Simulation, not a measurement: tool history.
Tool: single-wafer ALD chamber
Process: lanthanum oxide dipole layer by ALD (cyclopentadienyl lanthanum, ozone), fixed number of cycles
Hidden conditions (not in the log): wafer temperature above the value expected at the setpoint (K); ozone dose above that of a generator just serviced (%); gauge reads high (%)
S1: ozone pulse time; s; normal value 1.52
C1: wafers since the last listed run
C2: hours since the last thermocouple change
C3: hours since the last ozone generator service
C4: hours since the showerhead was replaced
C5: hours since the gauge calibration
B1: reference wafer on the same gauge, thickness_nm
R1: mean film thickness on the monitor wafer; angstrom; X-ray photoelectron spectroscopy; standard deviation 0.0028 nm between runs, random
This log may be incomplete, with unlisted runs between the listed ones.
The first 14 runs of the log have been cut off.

run    hour    S1    C1      C2     C3      C4      C5     B1    R1
 15  1199.3  1.52  1829  2302.7  231.5  1921.6   254.4  0.620  5.47
 16  1271.7  1.89  1354  2375.1  303.9  1994.0   326.8  0.620  5.76
 17  1319.2  2.05   888  2422.6  351.4  2041.5   374.3  0.620  5.85
 18  1363.3  2.00   824  2466.7  395.5  2085.6   418.4  0.620  5.83
     1448.5  -- ozone generator serviced
 19  1449.0  1.52  1453  2552.4    0.5  2171.3   504.1  0.620  5.65
 20  1520.8  1.86  1342  2624.2   72.3  2243.1   575.9  0.620  5.85
     1530.2  -- thermocouple changed; heater temperature recalibrated
 21  1612.3  1.04  1561    82.1  163.8  2334.6   667.4  0.620  4.26
 22  1670.5  1.84  1088   140.3  222.0  2392.8   725.6  0.620  5.76
 23  1767.7  1.52  1817   237.5  319.2  2490.0   822.8  0.620  5.41
 24  1900.6  1.13  2485   370.4  452.1  2622.9   955.7  0.620  4.40
 25  1943.6  1.86   804   413.4  495.1  2665.9   998.7  0.620  5.69
 26  2004.5  1.69  1138   474.3  556.0  2726.8  1059.6  0.620  5.50
     2045.4  -- ozone generator serviced
 27  2060.1  1.16   890   529.9   14.7  2782.4  1115.2  0.620  5.04
     2092.2  -- showerhead replaced
 28  2116.5  1.52   905   586.3   71.1    24.3  1171.6  0.620  5.64
 29  2372.6  1.52  4789   842.4  327.2   280.4  1427.7  0.620  5.44
 30  2456.8  2.12  1574   926.6  411.4   364.6  1511.9  0.620  5.86
     2529.3  -- ozone generator serviced
 31  2547.4  1.23  1544  1017.2   18.1   455.2  1602.5  0.620  5.26
 32  2587.6  1.70   751  1057.4   58.3   495.4  1642.7  0.620  5.76
 33  2639.6  1.32   972  1109.4  110.3   547.4  1694.7  0.620  5.26
 34  2745.6  1.92  1982  1215.4  216.3   653.4  1800.7  0.621  5.80

Branching from run 34: 4 alternative next runs. What would each branch give?
  A  2746.0  1.52   7  1215.8  216.7  653.8  1801.1   ?   ?
  B  2746.0  1.79   7  1215.8  216.7  653.8  1801.1   ?   ?
  C  2746.0  1.24   7  1215.8  216.7  653.8  1801.1   ?   ?
  D  2746.0  1.14   7  1215.8  216.7  653.8  1801.1   ?   ?

run     B1    R1
  A  0.620  5.44
  B  0.620  5.70
  C  0.620  4.91
  D  0.620  4.61
What these runs would have given with no unlogged condition in the tool:
run    R1
  A  5.69
  B  5.85
  C  5.29
  D  5.04
